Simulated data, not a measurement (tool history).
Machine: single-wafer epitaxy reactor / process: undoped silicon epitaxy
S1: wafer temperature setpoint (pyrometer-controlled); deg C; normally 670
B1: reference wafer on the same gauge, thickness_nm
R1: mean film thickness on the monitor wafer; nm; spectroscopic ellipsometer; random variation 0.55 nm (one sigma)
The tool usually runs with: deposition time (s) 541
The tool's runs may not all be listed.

{"run": 1, "day": 0.0, "S1": 670, "deposition time (s)": 541, "B1": 131.086, "R1": 134.787}
{"run": 2, "day": 2.833, "S1": 670, "deposition time (s)": 541, "B1": 130.934, "R1": 134.312}
{"run": 3, "day": 6.621, "S1": 670, "deposition time (s)": 541, "B1": 131.018, "R1": 135.318}
{"run": 4, "day": 10.921, "S1": 670, "deposition time (s)": 541, "B1": 131.154, "R1": 133.833}
{"run": 5, "day": 13.754, "S1": 670, "deposition time (s)": 541, "B1": 131.076, "R1": 134.454}
{"run": 6, "day": 22.079, "S1": 670, "deposition time (s)": 541, "B1": 130.906, "R1": 134.027}
{"run": 7, "day": 24.958, "S1": 670, "deposition time (s)": 541, "B1": 131.141, "R1": 134.058}
{"day": 34.033, "done": "gauge calibrated"}
{"run": 8, "day": 35.388, "S1": 670, "deposition time (s)": 541, "B1": 130.888, "R1": 132.026}
{"run": 9, "day": 38.692, "S1": 682, "deposition time (s)": 444, "B1": 130.954, "R1": 144.796}
{"run": 10, "day": 42.608, "S1": 658, "deposition time (s)": 639, "B1": 130.997, "R1": 116.555}
{"day": 44.688, "done": "pyrometer calibrated"}
{"run": 11, "day": 46.1, "S1": 659, "deposition time (s)": 455, "B1": 130.995, "R1": 88.728}
{"run": 12, "day": 48.875, "S1": 675, "deposition time (s)": 509, "B1": 130.879, "R1": 146.479}
{"run": 13, "day": 52.046, "S1": 666, "deposition time (s)": 572, "B1": 131.0, "R1": 132.176}
{"run": 14, "day": 55.171, "S1": 678, "deposition time (s)": 488, "B1": 131.049, "R1": 150.045}
{"run": 15, "day": 58.821, "S1": 670, "deposition time (s)": 541, "B1": 131.025, "R1": 137.952}
{"run": 16, "day": 61.021, "S1": 659, "deposition time (s)": 647, "B1": 130.805, "R1": 126.028}
{"run": 17, "day": 65.292, "S1": 675, "deposition time (s)": 541, "B1": 130.913, "R1": 153.661}

Forecast each of these 4 alternatives for the next run:
{"run": "A", "day": 65.317, "S1": 677, "deposition time (s)": 541, "B1": "?", "R1": "?"}
{"run": "B", "day": 65.317, "S1": 657, "deposition time (s)": 457, "B1": "?", "R1": "?"}
{"run": "C", "day": 65.317, "S1": 676, "deposition time (s)": 591, "B1": "?", "R1": "?"}
{"run": "D", "day": 65.317, "S1": 677, "deposition time (s)": 584, "B1": "?", "R1": "?"}

run=A B1=130.959 R1=161.586
run=B B1=130.959 R1=84.460
run=C B1=130.959 R1=172.428
run=D B1=130.959 R1=174.429
With the hidden condition removed and each run's random variation left untouched, the same runs would have given:
run=A R1=163.390
run=B R1=85.450
run=C R1=174.357
run=D R1=176.376
